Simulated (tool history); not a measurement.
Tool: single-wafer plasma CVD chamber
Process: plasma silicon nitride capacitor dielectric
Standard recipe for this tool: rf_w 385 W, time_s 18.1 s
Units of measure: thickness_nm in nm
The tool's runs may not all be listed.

run,day,rf_w,time_s,wafers since the last listed run,hours since the last RF generator calibration,hours since the showerhead was replaced,hours since the gauge calibration,"read-back reference wafer on the same gauge, thickness_nm",thickness_nm
1,0,385,18.1,0,1700.8,5839.9,638.8,24.878,22.218
2,2.954,420,19.4,1780,1771.7,5910.8,709.7,24.911,24.834
3,5.142,385,18.1,1318,1824.2,5963.3,762.2,24.939,22.427
4,6.617,385,18.1,888,1859.6,5998.7,797.6,24.909,22.342
5,9.317,385,18.1,1626,1924.4,6063.5,862.4,24.905,22.415
6,10.708,325,18.1,838,1957.8,6096.9,895.8,24.9,20.761
# day 11.138: gauge calibrated
7,13.379,325,18.1,1609,2021.9,6161,53.8,24.861,20.952
8,15.483,385,16.4,1267,2072.4,6211.5,104.3,24.883,20.307
9,17.608,385,18.1,1280,2123.4,6262.5,155.3,24.882,22.308
10,20.346,385,18.1,1649,2189.1,6328.2,221,24.887,22.333
# day 21.438: RF generator calibrated
11,21.812,385,18.1,682,9,6363.4,256.2,24.883,23.233
12,23.358,350,18.1,931,46.1,6400.5,293.3,24.862,22.272
13,26.075,385,18.1,1637,111.3,6465.7,358.5,24.913,23.087
14,27.292,435,15.7,733,140.5,6494.9,387.7,24.899,21.047
15,29.558,385,20.4,1365,194.9,6549.3,442.1,24.895,25.868
16,32.133,455,14.5,1551,256.7,6611.1,503.9,24.887,19.586
17,33.646,385,18.1,911,293,6647.4,540.2,24.91,22.92
18,37.879,385,18.1,2550,394.6,6749,641.8,24.909,22.957
# day 39.854: showerhead replaced, of another model than before
19,40.329,450,19.3,1275,453.4,11.4,700.6,24.902,26.265
20,42.979,320,14.5,1596,517,75,764.2,24.878,15.998
21,45.421,350,20.8,1471,575.6,133.6,822.8,24.903,24.462
# day 46.625: gauge calibrated
22,48.05,385,18.1,1584,638.7,196.7,34.2,24.907,22.484
23,50.425,340,15.6,1431,695.7,253.7,91.2,24.912,17.833
24,52.958,420,20.1,1526,756.5,314.5,152,24.875,26.16
25,54.912,385,18.1,1177,803.4,361.4,198.9,24.883,22.436
26,56.642,385,18.1,1041,844.9,402.9,240.4,24.857,22.213
27,58.729,315,21.6,1257,895,453,290.5,24.875,23.014

Below, some changes in thickness_nm between adjacent runs. For each, the amount present without the hidden state too (settings, incoming material, random variation) and the amount remaining for the hidden state with gauge scatter not shared by both compared results:
Hidden state present: delivered RF power above the setpoint (%); gauge reads high (%).
Run 10 -> 11: RF generator calibrated. thickness_nm +0.9 nm: hidden state +0.797, all else +0.103.
Run 19 -> 20: rf_w 450 -> 320, time_s 19.3 -> 14.5. thickness_nm -10.267 nm: hidden state +0.207, all else -10.474.
Run 20 -> 21: rf_w 320 -> 350, time_s 14.5 -> 20.8. thickness_nm +8.464 nm: hidden state -0.277, all else +8.741.
Run 23 -> 24: rf_w 340 -> 420, time_s 15.6 -> 20.1. thickness_nm +8.327 nm: hidden state -0.319, all else +8.646.
